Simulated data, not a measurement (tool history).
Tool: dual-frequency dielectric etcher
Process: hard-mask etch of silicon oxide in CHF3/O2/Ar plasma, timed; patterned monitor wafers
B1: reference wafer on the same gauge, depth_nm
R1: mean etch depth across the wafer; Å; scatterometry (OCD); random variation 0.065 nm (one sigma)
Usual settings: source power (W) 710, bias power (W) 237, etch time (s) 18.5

Run 1, hour 0.0: usual settings; B1 39.40. Result: R1 411.3 Å.
Run 2, hour 44.7: usual settings but source power (W) 780; B1 39.40. Result: R1 425.9 Å.
Run 3, hour 85.1: usual settings but source power (W) 780; B1 39.40. Result: R1 427.0 Å.
Run 4, hour 129.3: usual settings but source power (W) 780; B1 39.41. Result: R1 426.9 Å.
Run 5, hour 168.4: usual settings but source power (W) 650, bias power (W) 260; B1 39.40. Result: R1 410.7 Å.
At hour 238.3: wet clean of the chamber.
Run 6, hour 271.7: usual settings but source power (W) 650, bias power (W) 260; B1 39.40. Result: R1 410.9 Å.
Run 7, hour 373.7: usual settings but source power (W) 650, bias power (W) 260; B1 39.40. Result: R1 410.8 Å.
Run 8, hour 423.2: usual settings; B1 39.40. Result: R1 410.8 Å.
Run 9, hour 515.4: usual settings; B1 39.41. Result: R1 410.4 Å.
At hour 632.8: wet clean of the chamber.
Run 10, hour 633.3: usual settings; B1 39.40. Result: R1 410.9 Å.
Run 11, hour 725.2: usual settings but source power (W) 650, bias power (W) 260; B1 39.40. Result: R1 409.7 Å.
At hour 799.0: bias power generator calibrated.
Run 12, hour 817.8: usual settings but bias power (W) 205; B1 39.40. Result: R1 382.2 Å.
Run 13, hour 862.9: usual settings but source power (W) 860; B1 39.40. Result: R1 435.6 Å.
Run 14, hour 915.9: usual settings but bias power (W) 180; B1 39.40. Result: R1 363.6 Å.
Run 15, hour 966.0: usual settings but bias power (W) 198, etch time (s) 15.0; B1 39.39. Result: R1 305.3 Å.
At hour 1060.8: wet clean of the chamber.
Run 16, hour 1065.7: usual settings; B1 39.39. Result: R1 403.2 Å.
At hour 1116.4: upper electrode replaced.
At hour 1135.0: gauge calibrated.
At hour 1230.2: source power generator calibrated.
Run 17, hour 1378.5: usual settings but source power (W) 870; B1 39.40. Result: R1 448.5 Å.
Run 18, hour 1473.5: usual settings but source power (W) 610; B1 39.41. Result: R1 389.8 Å.
At hour 1531.6: wet clean of the chamber.
Run 19, hour 1554.7: usual settings but bias power (W) 188, etch time (s) 13.5; B1 39.40. Result: R1 276.5 Å.
Run 20, hour 1641.6: usual settings but source power (W) 760, bias power (W) 282, etch time (s) 20.5; B1 39.39. Result: R1 503.7 Å.
Run 21, hour 1729.8: usual settings but bias power (W) 217, etch time (s) 21.5; B1 39.41. Result: R1 466.7 Å.

3 ways to go on from here, each from the tool as it stands after run 21. What would each give?
Run A, hour 1730.2: usual settings; B1 ?. Result: R1 ?.
Run B, hour 1730.2: usual settings but source power (W) 650, bias power (W) 197, etch time (s) 21.5; B1 ?. Result: R1 ?.
Run C, hour 1730.2: usual settings but bias power (W) 211; B1 ?. Result: R1 ?.

run     B1     R1
  A  39.41  414.7
  B  39.41  433.4
  C  39.41  396.8
Without the tool's hidden state the same runs would have given:
run     R1
  A  413.2
  B  431.8
  C  395.3

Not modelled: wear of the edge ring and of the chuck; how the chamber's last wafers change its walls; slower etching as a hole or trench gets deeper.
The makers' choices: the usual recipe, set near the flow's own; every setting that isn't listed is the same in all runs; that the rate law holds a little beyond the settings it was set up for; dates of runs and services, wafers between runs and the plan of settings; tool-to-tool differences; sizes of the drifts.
